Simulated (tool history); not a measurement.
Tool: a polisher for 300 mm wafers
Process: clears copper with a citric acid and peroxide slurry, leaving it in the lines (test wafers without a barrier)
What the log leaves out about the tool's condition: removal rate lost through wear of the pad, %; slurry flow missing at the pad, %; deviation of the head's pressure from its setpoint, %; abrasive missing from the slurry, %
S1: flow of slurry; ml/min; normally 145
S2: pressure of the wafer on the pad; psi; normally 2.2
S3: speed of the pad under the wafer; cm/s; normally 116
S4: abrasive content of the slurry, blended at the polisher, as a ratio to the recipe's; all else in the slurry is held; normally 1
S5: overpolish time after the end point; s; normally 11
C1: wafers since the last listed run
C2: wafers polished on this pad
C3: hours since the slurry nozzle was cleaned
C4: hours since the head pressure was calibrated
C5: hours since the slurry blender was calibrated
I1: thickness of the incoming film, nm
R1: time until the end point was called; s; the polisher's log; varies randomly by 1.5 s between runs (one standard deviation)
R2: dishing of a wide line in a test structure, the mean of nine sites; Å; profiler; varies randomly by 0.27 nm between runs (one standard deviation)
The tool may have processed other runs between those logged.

run	hour	S1	S2	S3	S4	S5	C1	C2	C3	C4	C5	I1	R1	R2
1	0	145	2.2	116	1	11	0	578	402.3	1067.5	11	310.2	181.7	127
2	23.1	145	2.2	116	1	11	113	691	425.4	1090.6	34.1	309.5	174.8	130
3	49.2	145	2.2	116	1	11	128	820	451.5	1116.7	60.2	314.2	182.6	127
4	84.9	145	2.2	116	1	11	176	996	487.2	1152.4	95.9	310.9	181.2	128
5	117.2	145	2.2	116	1	11	159	1156	519.5	1184.7	128.2	312.6	182.1	127
# hour 132.5: worn pad replaced by a new one
6	140.3	145	2.2	116	1	11	94	38	542.6	1207.8	151.3	311.5	182.5	126
7	163.4	145	2.2	116	1	11	113	152	565.7	1230.9	174.4	308.2	180.7	132
8	197.2	145	2.2	116	1	11	166	319	599.5	1264.7	208.2	315	190.1	120
9	213	145	1.9	116	1	11	77	397	615.3	1280.5	224	311.4	211.7	109
10	235.9	145	1.9	116	1	11	113	510	638.2	1303.4	246.9	309.9	212.8	107
# hour 297.5: slurry nozzle cleaned
# hour 305.8: head pressure recalibrated
11	314.7	145	2.2	116	1	11	374	884	17.2	8.9	325.7	308.6	164.1	140
12	333.6	145	2.2	116	1	11	93	977	36.1	27.8	344.6	312.1	167.5	140
# hour 360.3: slurry blender recalibrated
13	364.3	125	2.2	80	1	11	141	1119	66.8	58.5	4	315.9	248.9	98
# hour 415.2: worn pad replaced by a new one
14	442.8	110	1.9	94	1.1	11	367	136	145.3	137	82.5	314.6	244.3	101
15	455.9	145	2.2	116	1.3	11	64	201	158.4	150.1	95.6	306.7	152.1	153
16	491.5	145	2.2	116	1	11	175	376	194	185.7	131.2	313.5	167.3	141
17	514.9	145	2.2	116	0.7	11	115	492	217.4	209.1	154.6	303.4	174.8	131
18	544	145	1.5	116	1	11	143	635	246.5	238.2	183.7	309.2	233.9	99
19	576.1	165	2.2	116	1	4	158	794	278.6	270.3	215.8	312	161.6	54
20	591.9	145	2.2	116	1	15	77	872	294.4	286.1	231.6	311.6	167.1	188
21	612.1	165	1.6	128	1	14	99	971	314.6	306.3	251.8	305	193.4	144
22	634.7	145	2.2	116	1	17	111	1083	337.2	328.9	274.4	310.4	167.2	200
23	661.4	100	2.7	116	1.3	11	131	1215	363.9	355.6	301.1	311.4	140.8	160
# hour 687.6: worn pad replaced by a new one
24	690.2	145	2.2	130	0.85	11	122	12	392.7	384.4	329.9	304.4	151.1	146
25	702.5	195	2.2	116	1	11	60	73	405	396.7	342.2	310	158.1	140

Forecast run 26:
26	725.2	145	2.2	116	1	11	112	185	427.7	419.4	364.9	311.6	?	?

{"run 26": {"R1": 168.4, "R2": 137}}
With no hidden state in the tool, this same run would have given R1 166.6 s, R2 138 Å.

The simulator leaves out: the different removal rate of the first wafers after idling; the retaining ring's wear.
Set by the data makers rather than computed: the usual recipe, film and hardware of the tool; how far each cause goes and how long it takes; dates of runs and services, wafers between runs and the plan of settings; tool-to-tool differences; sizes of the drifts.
